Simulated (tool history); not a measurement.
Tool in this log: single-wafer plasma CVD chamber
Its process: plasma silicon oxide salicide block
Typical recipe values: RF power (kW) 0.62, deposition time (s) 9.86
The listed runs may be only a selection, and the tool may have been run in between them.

run,hour,RF power (kW),deposition time (s),wafers since the last listed run,hours since the last RF generator calibration,hours since the showerhead was replaced,hours since the gauge calibration,"read-back reference wafer on the same gauge, thickness_nm",mean film thickness on the monitor wafer (Å)
1,0,0.62,9.86,0,1876.9,3284.2,304.3,81.611,898.51
2,12.2,0.62,9.86,237,1889.1,3296.4,316.5,81.61,899.29
3,29,0.55,9.86,326,1905.9,3313.2,333.3,81.574,857.85
4,45.1,0.55,9.86,312,1922,3329.3,349.4,81.594,860.8
5,56.7,0.55,9.86,225,1933.6,3340.9,361,81.602,859.63
6,69,0.62,8.53,239,1945.9,3353.2,373.3,81.6,776.72
7,80.8,0.62,8.53,229,1957.7,3365,385.1,81.613,776.16
8,88.8,0.62,9.86,155,1965.7,3373,393.1,81.59,897.59
9,96.4,0.62,9.86,147,1973.3,3380.6,400.7,81.597,899.1
10,109.8,0.62,9.86,260,1986.7,3394,414.1,81.601,897.89
11,122.3,0.62,9.38,242,1999.2,3406.5,426.6,81.6,856.51
12,133.4,0.62,9.02,215,2010.3,3417.6,437.7,81.624,822.53
13,150.1,0.62,9.86,324,2027,3434.3,454.4,81.618,898.05
14,158.6,0.62,9.86,165,2035.5,3442.8,462.9,81.607,897.55
15,175.4,0.62,9.86,326,2052.3,3459.6,479.7,81.583,898.63
16,189.1,0.555,9.23,266,2066,3473.3,493.4,81.609,808.22
# hour 213.5: RF generator calibrated
17,214,0.555,9.23,328,0.5,3498.2,518.3,81.602,829.84
18,222.5,0.555,9.23,165,9,3506.7,526.8,81.606,827.53
# hour 240.2: gauge calibrated
# hour 244.7: showerhead replaced
19,264.7,0.69,8.37,664,51.2,20,24.5,81.598,809.92
20,271.1,0.51,9.86,124,57.6,26.4,30.9,81.59,856.11
21,281.2,0.62,9.86,196,67.7,36.5,41,81.626,919.1
22,295.3,0.665,9.34,273,81.8,50.6,55.1,81.554,892.51
23,307.3,0.5,8.02,233,93.8,62.6,67.1,81.617,691.66
24,317.1,0.62,9.86,190,103.6,72.4,76.9,81.648,920.57
25,330.5,0.655,11.08,260,117,85.8,90.3,81.603,1054.07
26,347.2,0.62,8.53,324,133.7,102.5,107,81.622,793.47
27,363,0.62,9.14,307,149.5,118.3,122.8,81.587,849.91
28,370.4,0.62,9.86,143,156.9,125.7,130.2,81.59,916.36
29,378.6,0.52,11.69,159,165.1,133.9,138.4,81.647,1017.29
30,387.2,0.62,8.76,167,173.7,142.5,147,81.578,813.92
31,403.1,0.7,7.94,308,189.6,158.4,162.9,81.648,768.69
32,413.3,0.745,11.76,198,199.8,168.6,173.1,81.599,1167.72
33,423.6,0.735,11.01,200,210.1,178.9,183.4,81.62,1081.6
34,431.3,0.62,9.86,149,217.8,186.6,191.1,81.612,914.54
35,440.6,0.52,10.97,180,227.1,195.9,200.4,81.6,956.55
36,455.5,0.655,8.15,289,242,210.8,215.3,81.605,771.58
37,467,0.665,11.7,223,253.5,222.3,226.8,81.609,1111.69

Consider 4 possible next runs. They are alternatives, not a sequence: every one starts from the tool as it was left by run 37. What does each give?
A,467.4,0.62,7.92,7,253.9,222.7,227.2,?,?
B,467.4,0.62,8.85,7,253.9,222.7,227.2,?,?
C,467.4,0.54,11.17,7,253.9,222.7,227.2,?,?
D,467.4,0.685,9.86,7,253.9,222.7,227.2,?,?

run,"read-back reference wafer on the same gauge, thickness_nm",mean film thickness on the monitor wafer (Å)
A,81.592,734.49
B,81.592,820.73
C,81.592,985.43
D,81.592,947.18
The same runs, with their run-to-run variation unchanged, on a tool lacking any hidden condition would have given:
run,mean film thickness on the monitor wafer (Å)
A,742.07
B,829.21
C,995.6
D,956.96

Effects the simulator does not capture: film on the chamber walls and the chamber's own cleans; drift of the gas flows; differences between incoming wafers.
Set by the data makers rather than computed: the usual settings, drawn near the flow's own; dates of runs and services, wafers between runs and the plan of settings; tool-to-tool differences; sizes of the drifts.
